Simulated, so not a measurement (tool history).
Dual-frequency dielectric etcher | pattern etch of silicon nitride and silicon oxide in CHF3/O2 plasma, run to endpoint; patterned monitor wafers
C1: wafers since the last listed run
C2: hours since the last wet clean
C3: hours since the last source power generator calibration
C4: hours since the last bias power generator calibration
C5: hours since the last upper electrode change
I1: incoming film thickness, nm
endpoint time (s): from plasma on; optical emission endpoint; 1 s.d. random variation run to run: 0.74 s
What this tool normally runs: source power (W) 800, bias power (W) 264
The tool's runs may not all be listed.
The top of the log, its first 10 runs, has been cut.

{"hour": 242.0, "done": "upper electrode replaced"}
{"run": 11, "hour": 242.5, "source power (W)": 690, "bias power (W)": 264, "C1": 46, "C2": 248.3, "C3": 62.5, "C4": 4977.4, "C5": 0.5, "I1": 153.3, "endpoint time (s)": 86.1}
{"run": 12, "hour": 244.5, "source power (W)": 690, "bias power (W)": 264, "C1": 17, "C2": 250.3, "C3": 64.5, "C4": 4979.4, "C5": 2.5, "I1": 156.1, "endpoint time (s)": 86.5}
{"run": 13, "hour": 257.1, "source power (W)": 690, "bias power (W)": 264, "C1": 110, "C2": 262.9, "C3": 77.1, "C4": 4992.0, "C5": 15.1, "I1": 156.6, "endpoint time (s)": 89.1}
{"run": 14, "hour": 280.9, "source power (W)": 1000, "bias power (W)": 314, "C1": 208, "C2": 286.7, "C3": 100.9, "C4": 5015.8, "C5": 38.9, "I1": 156.4, "endpoint time (s)": 73.5}
{"run": 15, "hour": 315.9, "source power (W)": 800, "bias power (W)": 264, "C1": 306, "C2": 321.7, "C3": 135.9, "C4": 5050.8, "C5": 73.9, "I1": 157.3, "endpoint time (s)": 83.8}
{"run": 16, "hour": 330.3, "source power (W)": 920, "bias power (W)": 210, "C1": 126, "C2": 336.1, "C3": 150.3, "C4": 5065.2, "C5": 88.3, "I1": 156.2, "endpoint time (s)": 83.0}
{"run": 17, "hour": 360.8, "source power (W)": 800, "bias power (W)": 264, "C1": 267, "C2": 366.6, "C3": 180.8, "C4": 5095.7, "C5": 118.8, "I1": 155.4, "endpoint time (s)": 82.5}
{"run": 18, "hour": 382.9, "source power (W)": 660, "bias power (W)": 215, "C1": 193, "C2": 388.7, "C3": 202.9, "C4": 5117.8, "C5": 140.9, "I1": 157.5, "endpoint time (s)": 94.3}
{"run": 19, "hour": 398.9, "source power (W)": 800, "bias power (W)": 264, "C1": 140, "C2": 404.7, "C3": 218.9, "C4": 5133.8, "C5": 156.9, "I1": 157.3, "endpoint time (s)": 82.8}
{"run": 20, "hour": 412.8, "source power (W)": 980, "bias power (W)": 293, "C1": 121, "C2": 418.6, "C3": 232.8, "C4": 5147.7, "C5": 170.8, "I1": 158.1, "endpoint time (s)": 75.0}
{"hour": 421.2, "done": "bias power generator calibrated"}
{"hour": 451.5, "done": "wet clean of the chamber"}
{"run": 21, "hour": 492.3, "source power (W)": 800, "bias power (W)": 231, "C1": 451, "C2": 40.8, "C3": 312.3, "C4": 71.1, "C5": 250.3, "I1": 156.3, "endpoint time (s)": 85.8}
{"run": 22, "hour": 506.0, "source power (W)": 800, "bias power (W)": 264, "C1": 120, "C2": 54.5, "C3": 326.0, "C4": 84.8, "C5": 264.0, "I1": 155.1, "endpoint time (s)": 82.3}
{"run": 23, "hour": 525.0, "source power (W)": 620, "bias power (W)": 295, "C1": 166, "C2": 73.5, "C3": 345.0, "C4": 103.8, "C5": 283.0, "I1": 156.4, "endpoint time (s)": 87.6}
{"run": 24, "hour": 544.1, "source power (W)": 800, "bias power (W)": 264, "C1": 167, "C2": 92.6, "C3": 364.1, "C4": 122.9, "C5": 302.1, "I1": 156.6, "endpoint time (s)": 83.1}

Run 25 comes next. What will it give?
{"run": 25, "hour": 566.0, "source power (W)": 690, "bias power (W)": 264, "C1": 192, "C2": 114.5, "C3": 386.0, "C4": 144.8, "C5": 324.0, "I1": 157.4, "endpoint time (s)": "?"}

Run 25 measured endpoint time (s) 87.4.
The same run, on a tool lacking any hidden state, would have yielded endpoint time (s) 87.4.
